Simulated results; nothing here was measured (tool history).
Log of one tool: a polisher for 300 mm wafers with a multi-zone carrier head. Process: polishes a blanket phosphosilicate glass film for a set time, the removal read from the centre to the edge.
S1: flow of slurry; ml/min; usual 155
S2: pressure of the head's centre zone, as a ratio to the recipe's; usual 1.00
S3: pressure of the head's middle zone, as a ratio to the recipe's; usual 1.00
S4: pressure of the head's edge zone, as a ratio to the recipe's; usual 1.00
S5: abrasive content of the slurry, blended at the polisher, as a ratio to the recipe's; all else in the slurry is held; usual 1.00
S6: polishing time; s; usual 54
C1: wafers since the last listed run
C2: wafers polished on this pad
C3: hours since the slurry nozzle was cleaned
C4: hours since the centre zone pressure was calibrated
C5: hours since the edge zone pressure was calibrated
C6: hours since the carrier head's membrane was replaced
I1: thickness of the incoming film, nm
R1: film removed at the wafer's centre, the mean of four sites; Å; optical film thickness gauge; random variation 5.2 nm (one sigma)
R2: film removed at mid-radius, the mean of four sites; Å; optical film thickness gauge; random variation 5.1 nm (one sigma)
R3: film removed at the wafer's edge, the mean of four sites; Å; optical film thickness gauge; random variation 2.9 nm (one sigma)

| run | hour | S1 | S2 | S3 | S4 | S5 | S6 | C1 | C2 | C3 | C4 | C5 | C6 | I1 | R1 | R2 | R3 |
|---|---|---|---|---|---|---|---|---|---|---|---|---|---|---|---|---|---|
| 1 | 0.0 | 155 | 1.00 | 1.00 | 1.00 | 1.00 | 54 | 0 | 1288 | 23.5 | 748.2 | 1045.2 | 1077.3 | 4327.6 | 4577 | 4370 | 4336 |
| 2 | 71.8 | 155 | 1.00 | 1.00 | 1.00 | 1.00 | 54 | 962 | 2250 | 95.3 | 820.0 | 1117.0 | 1149.1 | 4456.3 | 4617 | 4424 | 4357 |
| 3 | 106.7 | 155 | 1.00 | 1.00 | 1.00 | 1.00 | 54 | 467 | 2718 | 130.2 | 854.9 | 1151.9 | 1184.0 | 4385.6 | 4657 | 4381 | 4380 |
|  | 144.5 | worn pad replaced by a new one |
| 4 | 174.4 | 155 | 1.05 | 1.00 | 1.03 | 1.00 | 54 | 853 | 400 | 197.9 | 922.6 | 1219.6 | 1251.7 | 4387.6 | 4979 | 4221 | 4410 |
| 5 | 223.6 | 155 | 1.05 | 1.00 | 1.03 | 1.00 | 54 | 659 | 1059 | 247.1 | 971.8 | 1268.8 | 1300.9 | 4332.6 | 5097 | 4367 | 4465 |
| 6 | 263.5 | 155 | 1.00 | 1.00 | 1.00 | 1.00 | 54 | 534 | 1594 | 287.0 | 1011.7 | 1308.7 | 1340.8 | 4333.5 | 4873 | 4387 | 4345 |
|  | 324.8 | carrier head's membrane replaced by a new one |
| 7 | 331.6 | 155 | 1.00 | 1.00 | 1.00 | 1.00 | 54 | 845 | 2440 | 355.1 | 1079.8 | 1376.8 | 6.8 | 4426.0 | 4993 | 4272 | 4385 |
|  | 350.8 | centre zone pressure recalibrated |
| 8 | 385.8 | 155 | 1.00 | 1.08 | 1.00 | 1.00 | 54 | 699 | 3139 | 409.3 | 35.0 | 1431.0 | 61.0 | 4466.6 | 4391 | 4533 | 4412 |
|  | 398.8 | worn pad replaced by a new one |
|  | 405.4 | edge zone pressure recalibrated |
|  | 415.0 | slurry nozzle cleaned |
| 9 | 438.5 | 155 | 1.00 | 0.96 | 1.00 | 1.00 | 54 | 612 | 492 | 23.5 | 87.7 | 33.1 | 113.7 | 4470.4 | 4293 | 4327 | 4363 |
| 10 | 494.8 | 155 | 1.04 | 1.00 | 1.00 | 0.90 | 54 | 754 | 1246 | 79.8 | 144.0 | 89.4 | 170.0 | 4389.0 | 4328 | 4082 | 4177 |
| 11 | 532.1 | 155 | 0.96 | 1.00 | 1.00 | 1.00 | 54 | 499 | 1746 | 117.1 | 181.3 | 126.7 | 207.3 | 4384.9 | 4267 | 4366 | 4311 |
| 12 | 593.0 | 155 | 1.05 | 1.00 | 1.03 | 1.00 | 54 | 816 | 2562 | 178.0 | 242.2 | 187.6 | 268.2 | 4463.2 | 4566 | 4367 | 4496 |
| 13 | 624.7 | 155 | 1.00 | 0.89 | 1.00 | 1.00 | 54 | 424 | 2987 | 209.7 | 273.9 | 219.3 | 299.9 | 4359.8 | 4381 | 3969 | 4341 |
|  | 667.3 | worn pad replaced by a new one |
| 14 | 687.1 | 155 | 1.00 | 0.95 | 1.00 | 1.30 | 54 | 782 | 265 | 272.1 | 336.3 | 281.7 | 362.3 | 4401.0 | 4847 | 4679 | 4891 |
| 15 | 738.9 | 155 | 1.06 | 0.95 | 1.04 | 1.00 | 71 | 694 | 960 | 323.9 | 388.1 | 333.5 | 414.1 | 4450.8 | 6105 | 5415 | 5800 |

Run 16 comes next. What will it give?
| 16 | 768.0 | 155 | 0.94 | 1.00 | 0.89 | 0.85 | 44 | 389 | 1350 | 353.0 | 417.2 | 362.6 | 443.2 | 4352.4 | ? | ? | ? |

R1: 3091 Å
R2: 3225 Å
R3: 3074 Å
Without the tool's hidden state the same run would have given R1 3025 Å, R2 3225 Å, R3 3074 Å.
